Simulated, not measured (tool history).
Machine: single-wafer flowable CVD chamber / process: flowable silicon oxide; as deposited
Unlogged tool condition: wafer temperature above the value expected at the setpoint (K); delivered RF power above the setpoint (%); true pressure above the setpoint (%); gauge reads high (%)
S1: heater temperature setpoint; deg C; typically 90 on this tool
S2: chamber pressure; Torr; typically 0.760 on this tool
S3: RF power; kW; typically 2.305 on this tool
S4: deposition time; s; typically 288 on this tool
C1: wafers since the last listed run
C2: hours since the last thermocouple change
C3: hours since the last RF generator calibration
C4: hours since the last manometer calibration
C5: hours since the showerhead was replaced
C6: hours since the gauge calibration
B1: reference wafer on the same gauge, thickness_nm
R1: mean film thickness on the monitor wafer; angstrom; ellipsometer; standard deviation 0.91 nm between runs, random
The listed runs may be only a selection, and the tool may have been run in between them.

| run | day | S1 | S2 | S3 | S4 | C1 | C2 | C3 | C4 | C5 | C6 | B1 | R1 |
|---|---|---|---|---|---|---|---|---|---|---|---|---|---|
| 1 | 0.000 | 90 | 0.760 | 2.305 | 315 | 0 | 2346.3 | 1618.4 | 1756.4 | 6857.7 | 1445.0 | 280.690 | 2810.08 |
|  | 0.179 | gauge calibrated |
| 2 | 0.908 | 90 | 0.760 | 2.305 | 288 | 101 | 2368.1 | 1640.2 | 1778.2 | 6879.5 | 17.5 | 280.505 | 2569.12 |
| 3 | 1.946 | 90 | 0.760 | 2.005 | 264 | 116 | 2393.0 | 1665.1 | 1803.1 | 6904.4 | 42.4 | 281.041 | 2337.39 |
| 4 | 2.850 | 90 | 0.760 | 2.050 | 288 | 101 | 2414.7 | 1686.8 | 1824.8 | 6926.1 | 64.1 | 280.959 | 2563.71 |
|  | 3.671 | thermocouple changed; heater temperature recalibrated |
| 5 | 3.775 | 90 | 0.760 | 2.050 | 288 | 66 | 2.5 | 1709.0 | 1847.0 | 6948.3 | 86.3 | 281.206 | 2343.22 |
| 6 | 4.583 | 90 | 0.865 | 2.305 | 288 | 90 | 21.9 | 1728.4 | 1866.4 | 6967.7 | 105.7 | 280.988 | 2727.59 |
| 7 | 7.558 | 104 | 0.833 | 2.305 | 288 | 332 | 93.3 | 1799.8 | 1937.8 | 7039.1 | 177.1 | 281.059 | 1525.28 |
|  | 8.792 | RF generator calibrated |
| 8 | 8.812 | 90 | 0.685 | 2.305 | 288 | 102 | 123.4 | 0.5 | 1967.9 | 7069.2 | 207.2 | 280.818 | 2156.33 |
| 9 | 9.446 | 90 | 0.760 | 2.075 | 288 | 70 | 138.6 | 15.7 | 1983.1 | 7084.4 | 222.4 | 281.451 | 2365.31 |
| 10 | 10.675 | 90 | 0.834 | 2.305 | 251 | 137 | 168.1 | 45.2 | 2012.6 | 7113.9 | 251.9 | 280.784 | 2299.83 |
| 11 | 12.104 | 82 | 0.837 | 2.125 | 250 | 159 | 202.4 | 79.5 | 2046.9 | 7148.2 | 286.2 | 280.620 | 2994.62 |
|  | 12.542 | showerhead replaced |
| 12 | 12.938 | 90 | 0.760 | 2.305 | 288 | 55 | 222.4 | 99.5 | 2066.9 | 9.5 | 306.2 | 281.211 | 2388.19 |
| 13 | 13.708 | 82 | 0.837 | 2.125 | 250 | 86 | 240.9 | 118.0 | 2085.4 | 28.0 | 324.7 | 280.550 | 3011.15 |
| 14 | 14.629 | 90 | 0.760 | 2.305 | 288 | 102 | 263.0 | 140.1 | 2107.5 | 50.1 | 346.8 | 281.277 | 2404.16 |
| 15 | 15.800 | 90 | 0.760 | 2.455 | 288 | 130 | 291.1 | 168.2 | 2135.6 | 78.2 | 374.9 | 281.101 | 2416.36 |
| 16 | 16.929 | 90 | 0.760 | 2.305 | 341 | 126 | 318.2 | 195.3 | 2162.7 | 105.3 | 402.0 | 281.375 | 2845.75 |
|  | 18.146 | capacitance manometer re-zeroed and calibrated |
| 17 | 18.167 | 77 | 0.760 | 2.305 | 288 | 101 | 347.9 | 225.0 | 0.5 | 135.0 | 431.7 | 280.830 | 3676.81 |
| 18 | 18.671 | 86 | 0.760 | 2.305 | 305 | 56 | 360.0 | 237.1 | 12.6 | 147.1 | 443.8 | 281.347 | 2902.09 |
| 19 | 19.429 | 102 | 0.760 | 2.305 | 313 | 84 | 378.2 | 255.3 | 30.8 | 165.3 | 462.0 | 280.637 | 1663.60 |
| 20 | 20.862 | 90 | 0.760 | 2.305 | 288 | 160 | 412.6 | 289.7 | 65.2 | 199.7 | 496.4 | 281.046 | 2426.27 |
| 21 | 24.183 | 85 | 0.760 | 2.305 | 288 | 371 | 492.3 | 369.4 | 144.9 | 279.4 | 576.1 | 280.684 | 2865.78 |

Forecast run 22:
| 22 | 25.546 | 90 | 0.760 | 2.305 | 288 | 152 | 525.0 | 402.1 | 177.6 | 312.1 | 608.8 | ? | ? |

B1: 281.195
R1: 2418.40 angstrom
The same run, on a tool lacking any hidden state, would have yielded R1 2364.71 angstrom.
